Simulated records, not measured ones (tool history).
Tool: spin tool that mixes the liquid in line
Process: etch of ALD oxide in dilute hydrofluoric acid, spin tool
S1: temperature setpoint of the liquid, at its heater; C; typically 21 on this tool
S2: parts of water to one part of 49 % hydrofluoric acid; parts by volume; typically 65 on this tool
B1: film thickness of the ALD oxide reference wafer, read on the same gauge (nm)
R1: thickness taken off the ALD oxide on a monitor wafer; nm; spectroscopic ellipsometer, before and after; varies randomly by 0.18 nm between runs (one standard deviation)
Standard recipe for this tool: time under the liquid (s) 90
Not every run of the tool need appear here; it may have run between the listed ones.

{"run": 1, "hour": 0.0, "S1": 19.5, "S2": 75, "time under the liquid (s)": 90, "B1": 140, "R1": 20.57}
{"run": 2, "hour": 27.7, "S1": 19.5, "S2": 75, "time under the liquid (s)": 90, "B1": 140, "R1": 20.59}
{"run": 3, "hour": 44.2, "S1": 19.5, "S2": 75, "time under the liquid (s)": 90, "B1": 140.02, "R1": 20.5}
{"run": 4, "hour": 64.3, "S1": 18, "S2": 65, "time under the liquid (s)": 90, "B1": 140.01, "R1": 22.48}
{"run": 5, "hour": 98.7, "S1": 18, "S2": 65, "time under the liquid (s)": 90, "B1": 140.02, "R1": 22.52}
{"run": 6, "hour": 122.5, "S1": 21, "S2": 65, "time under the liquid (s)": 90, "B1": 140.02, "R1": 25.47}
{"run": 7, "hour": 142.7, "S1": 21, "S2": 65, "time under the liquid (s)": 90, "B1": 140, "R1": 25.16}
{"run": 8, "hour": 164.4, "S1": 21, "S2": 65, "time under the liquid (s)": 90, "B1": 139.99, "R1": 24.87}
{"run": 9, "hour": 192.0, "S1": 21, "S2": 65, "time under the liquid (s)": 90, "B1": 139.99, "R1": 24.98}
{"run": 10, "hour": 216.9, "S1": 21, "S2": 65, "time under the liquid (s)": 90, "B1": 139.98, "R1": 24.67}
{"run": 11, "hour": 247.9, "S1": 21, "S2": 65, "time under the liquid (s)": 90, "B1": 139.99, "R1": 24.88}
{"run": 12, "hour": 279.8, "S1": 22, "S2": 65, "time under the liquid (s)": 90, "B1": 139.99, "R1": 25.59}
{"run": 13, "hour": 306.2, "S1": 21, "S2": 65, "time under the liquid (s)": 90, "B1": 140, "R1": 24.81}
{"hour": 309.8, "done": "hydrofluoric acid flow meter replaced"}
{"run": 14, "hour": 341.5, "S1": 21, "S2": 65, "time under the liquid (s)": 90, "B1": 140.01, "R1": 25.71}
{"run": 15, "hour": 363.4, "S1": 18, "S2": 45, "time under the liquid (s)": 60, "B1": 140, "R1": 22.39}
{"run": 16, "hour": 390.0, "S1": 22.5, "S2": 45, "time under the liquid (s)": 60, "B1": 139.99, "R1": 27.09}
{"hour": 404.1, "done": "thermometer replaced"}
{"run": 17, "hour": 423.1, "S1": 21, "S2": 65, "time under the liquid (s)": 90, "B1": 139.98, "R1": 26.32}
{"hour": 446.9, "done": "gauge calibrated"}
{"run": 18, "hour": 455.5, "S1": 18.5, "S2": 75, "time under the liquid (s)": 105, "B1": 139.99, "R1": 24.07}
{"run": 19, "hour": 484.4, "S1": 21, "S2": 85, "time under the liquid (s)": 35, "B1": 139.99, "R1": 7.66}
{"run": 20, "hour": 516.2, "S1": 24, "S2": 40, "time under the liquid (s)": 60, "B1": 139.98, "R1": 33.32}
{"run": 21, "hour": 543.4, "S1": 17.5, "S2": 65, "time under the liquid (s)": 105, "B1": 139.99, "R1": 26.37}
{"run": 22, "hour": 571.9, "S1": 21, "S2": 65, "time under the liquid (s)": 90, "B1": 139.99, "R1": 26.28}
{"run": 23, "hour": 602.0, "S1": 17, "S2": 65, "time under the liquid (s)": 90, "B1": 140, "R1": 21.93}
{"run": 24, "hour": 634.5, "S1": 26, "S2": 50, "time under the liquid (s)": 65, "B1": 140.01, "R1": 30.78}
{"run": 25, "hour": 665.7, "S1": 21, "S2": 95, "time under the liquid (s)": 110, "B1": 139.99, "R1": 20.58}

3 ways to go on from here, each from the tool as it stands after run 25. What would each give?
{"run": "A", "hour": 666.1, "S1": 21, "S2": 85, "time under the liquid (s)": 90, "B1": "?", "R1": "?"}
{"run": "B", "hour": 666.1, "S1": 24.5, "S2": 65, "time under the liquid (s)": 130, "B1": "?", "R1": "?"}
{"run": "C", "hour": 666.1, "S1": 17, "S2": 85, "time under the liquid (s)": 120, "B1": "?", "R1": "?"}

run=A B1=140.02 R1=19.23
run=B B1=140.02 R1=42.98
run=C B1=140.02 R1=21.68
Without the tool's unlogged condition, the same runs would have read:
run=A R1=20.24
run=B R1=45.2
run=C R1=22.82

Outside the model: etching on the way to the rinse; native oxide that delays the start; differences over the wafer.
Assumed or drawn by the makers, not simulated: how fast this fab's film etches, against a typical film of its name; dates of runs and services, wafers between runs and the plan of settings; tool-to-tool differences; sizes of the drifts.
